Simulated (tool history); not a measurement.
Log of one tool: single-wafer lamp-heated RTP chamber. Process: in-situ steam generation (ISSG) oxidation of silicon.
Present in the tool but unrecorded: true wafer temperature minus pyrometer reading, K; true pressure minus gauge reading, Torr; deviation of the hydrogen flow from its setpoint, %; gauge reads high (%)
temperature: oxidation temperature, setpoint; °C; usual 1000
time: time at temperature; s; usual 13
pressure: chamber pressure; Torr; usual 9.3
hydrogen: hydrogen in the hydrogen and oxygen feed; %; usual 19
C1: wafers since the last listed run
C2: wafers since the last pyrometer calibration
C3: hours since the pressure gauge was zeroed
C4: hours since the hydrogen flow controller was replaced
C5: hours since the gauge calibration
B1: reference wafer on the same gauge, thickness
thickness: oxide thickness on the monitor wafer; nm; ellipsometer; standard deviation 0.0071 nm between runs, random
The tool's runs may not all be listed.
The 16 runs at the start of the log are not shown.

run 17 hour=1231.7 | temperature=983 time=18 pressure=10.2 hydrogen=13 | C1=1093 C2=1995 C3=572.6 C4=123.2 C5=238.0 | B1=3.597 | thickness=4.342
run 18 hour=1297.9 | temperature=1000 time=13 pressure=9.3 hydrogen=23 | C1=709 C2=2705 C3=638.8 C4=189.4 C5=304.2 | B1=3.599 | thickness=4.596
run 19 hour=1379.9 | temperature=1006 time=13 pressure=9.3 hydrogen=19 | C1=879 C2=3584 C3=720.8 C4=271.4 C5=386.2 | B1=3.601 | thickness=4.482
run 20 hour=1444.1 | temperature=1000 time=13 pressure=9.3 hydrogen=24 | C1=688 C2=4272 C3=785.0 C4=335.6 C5=450.4 | B1=3.602 | thickness=4.645
run 21 hour=1499.2 | temperature=1000 time=13 pressure=10.2 hydrogen=19 | C1=590 C2=4863 C3=840.1 C4=390.7 C5=505.5 | B1=3.596 | thickness=4.324
run 22 hour=1541.1 | temperature=1000 time=13 pressure=9.3 hydrogen=11 | C1=449 C2=5312 C3=882.0 C4=432.6 C5=547.4 | B1=3.601 | thickness=3.885
run 23 hour=1726.2 | temperature=1000 time=13 pressure=10.0 hydrogen=19 | C1=1984 C2=7297 C3=1067.1 C4=617.7 C5=732.5 | B1=3.601 | thickness=4.338
-- hour=1809.1 pyrometer window cleaned and pyrometer calibrated
run 24 hour=1984.6 | temperature=1000 time=13 pressure=9.3 hydrogen=19 | C1=2684 C2=1881 C3=1325.5 C4=876.1 C5=990.9 | B1=3.603 | thickness=4.356
run 25 hour=2070.5 | temperature=1000 time=16 pressure=9.3 hydrogen=19 | C1=920 C2=2802 C3=1411.4 C4=962.0 C5=1076.8 | B1=3.600 | thickness=4.782
run 26 hour=2163.7 | temperature=1000 time=13 pressure=9.3 hydrogen=19 | C1=999 C2=3801 C3=1504.6 C4=1055.2 C5=1170.0 | B1=3.601 | thickness=4.350
run 27 hour=2252.1 | temperature=1000 time=13 pressure=9.3 hydrogen=19 | C1=947 C2=4749 C3=1593.0 C4=1143.6 C5=1258.4 | B1=3.597 | thickness=4.361
run 28 hour=2301.1 | temperature=1000 time=13 pressure=7.8 hydrogen=19 | C1=525 C2=5274 C3=1642.0 C4=1192.6 C5=1307.4 | B1=3.596 | thickness=4.403
run 29 hour=2382.1 | temperature=995 time=13 pressure=9.3 hydrogen=25 | C1=868 C2=6143 C3=1723.0 C4=1273.6 C5=1388.4 | B1=3.598 | thickness=4.585
run 30 hour=2421.1 | temperature=1000 time=16 pressure=10.2 hydrogen=19 | C1=418 C2=6561 C3=1762.0 C4=1312.6 C5=1427.4 | B1=3.601 | thickness=4.721
-- hour=2582.8 pyrometer window cleaned and pyrometer calibrated
run 31 hour=2633.1 | temperature=1000 time=13 pressure=8.2 hydrogen=19 | C1=2187 C2=539 C3=1974.0 C4=1524.6 C5=1639.4 | B1=3.601 | thickness=4.341

Forecast each of these 4 alternatives for the next run:
run A hour=2633.6 | temperature=1000 time=13 pressure=9.3 hydrogen=15 | C1=5 C2=544 C3=1974.5 C4=1525.1 C5=1639.9 | B1=? | thickness=?
run B hour=2633.6 | temperature=1000 time=8 pressure=9.9 hydrogen=19 | C1=5 C2=544 C3=1974.5 C4=1525.1 C5=1639.9 | B1=? | thickness=?
run C hour=2633.6 | temperature=1016 time=13 pressure=9.3 hydrogen=19 | C1=5 C2=544 C3=1974.5 C4=1525.1 C5=1639.9 | B1=? | thickness=?
run D hour=2633.6 | temperature=1006 time=18 pressure=10.2 hydrogen=11 | C1=5 C2=544 C3=1974.5 C4=1525.1 C5=1639.9 | B1=? | thickness=?

run=A B1=3.602 thickness=4.089
run=B B1=3.602 thickness=3.470
run=C B1=3.602 thickness=4.584
run=D B1=3.602 thickness=4.501
Stripped of hidden state, with their random variation kept, the same runs would have yielded:
run=A thickness=4.117
run=B thickness=3.497
run=C thickness=4.613
run=D thickness=4.527
